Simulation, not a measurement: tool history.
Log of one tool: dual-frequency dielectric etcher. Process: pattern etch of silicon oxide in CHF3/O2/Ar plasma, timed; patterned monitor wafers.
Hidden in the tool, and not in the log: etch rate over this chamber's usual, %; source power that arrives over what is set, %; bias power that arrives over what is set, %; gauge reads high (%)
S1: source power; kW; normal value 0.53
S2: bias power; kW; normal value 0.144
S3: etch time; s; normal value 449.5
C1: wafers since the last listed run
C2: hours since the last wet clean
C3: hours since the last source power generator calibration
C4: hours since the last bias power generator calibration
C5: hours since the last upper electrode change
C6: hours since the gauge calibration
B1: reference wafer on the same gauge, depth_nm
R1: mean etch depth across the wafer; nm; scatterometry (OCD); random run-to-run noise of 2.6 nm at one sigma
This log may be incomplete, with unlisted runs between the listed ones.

run,hour,S1,S2,S3,C1,C2,C3,C4,C5,C6,B1,R1
1,0,0.6,0.144,449.5,0,156.7,3376.7,1129.4,1699.3,338.1,653.5,818.5
2,38.7,0.45,0.144,449.5,103,195.4,3415.4,1168.1,1738,376.8,654.4,745.5
3,70.1,0.45,0.144,449.5,83,226.8,3446.8,1199.5,1769.4,408.2,653.8,748.2
4,112.4,0.45,0.144,449.5,112,269.1,3489.1,1241.8,1811.7,450.5,653.7,750.8
5,175,0.53,0.144,449.5,166,331.7,3551.7,1304.4,1874.3,513.1,653.8,786.5
6,244.4,0.53,0.144,449.5,184,401.1,3621.1,1373.8,1943.7,582.5,654.4,791.3
7,289.2,0.53,0.144,449.5,119,445.9,3665.9,1418.6,1988.5,627.3,654.1,795.1
8,360.4,0.61,0.144,449.5,189,517.1,3737.1,1489.8,2059.7,698.5,653.9,833.2
9,386.4,0.57,0.144,449.5,69,543.1,3763.1,1515.8,2085.7,724.5,653.6,821.6
# hour 417.9: bias power generator calibrated
# hour 441.8: wet clean of the chamber
10,442.3,0.53,0.144,449.5,74,0.5,3819,24.4,2141.6,780.4,654.6,797.5
11,459.4,0.53,0.144,449.5,45,17.6,3836.1,41.5,2158.7,797.5,653.9,795.1
12,510.3,0.53,0.144,449.5,135,68.5,3887,92.4,2209.6,848.4,653.9,792.8
13,535.1,0.53,0.144,449.5,66,93.3,3911.8,117.2,2234.4,873.2,653.4,790.8
# hour 572.8: upper electrode replaced
14,573.3,0.53,0.144,449.5,37,131.5,3950,155.4,0.5,911.4,654,797.8
15,598.4,0.53,0.144,449.5,66,156.6,3975.1,180.5,25.6,936.5,654,797
16,658.9,0.56,0.157,405.5,161,217.1,4035.6,241,86.1,997,653.8,758.7
# hour 706.8: gauge calibrated
17,713.4,0.53,0.144,449.5,145,271.6,4090.1,295.5,140.6,6.6,654,801.6
18,741.9,0.6,0.144,515,75,300.1,4118.6,324,169.1,35.1,653.8,947.9
19,771.6,0.41,0.144,392,79,329.8,4148.3,353.7,198.8,64.8,654.1,643.6
20,822.2,0.64,0.144,502.5,134,380.4,4198.9,404.3,249.4,115.4,653.2,952.6
# hour 831.6: source power generator calibrated
21,864.7,0.6,0.128,523,102,422.9,33.1,446.8,291.9,157.9,654.4,929
22,892.5,0.53,0.144,449.5,74,450.7,60.9,474.6,319.7,185.7,654.2,797.9

Run 23, settings as shown, results not yet in. Your forecast:
23,916.9,0.46,0.131,496.5,64,475.1,85.3,499,344.1,210.1,?,?

B1: 653.8
R1: 815 nm
The same run, on a tool lacking any hidden state, would have yielded R1 807.2 nm.

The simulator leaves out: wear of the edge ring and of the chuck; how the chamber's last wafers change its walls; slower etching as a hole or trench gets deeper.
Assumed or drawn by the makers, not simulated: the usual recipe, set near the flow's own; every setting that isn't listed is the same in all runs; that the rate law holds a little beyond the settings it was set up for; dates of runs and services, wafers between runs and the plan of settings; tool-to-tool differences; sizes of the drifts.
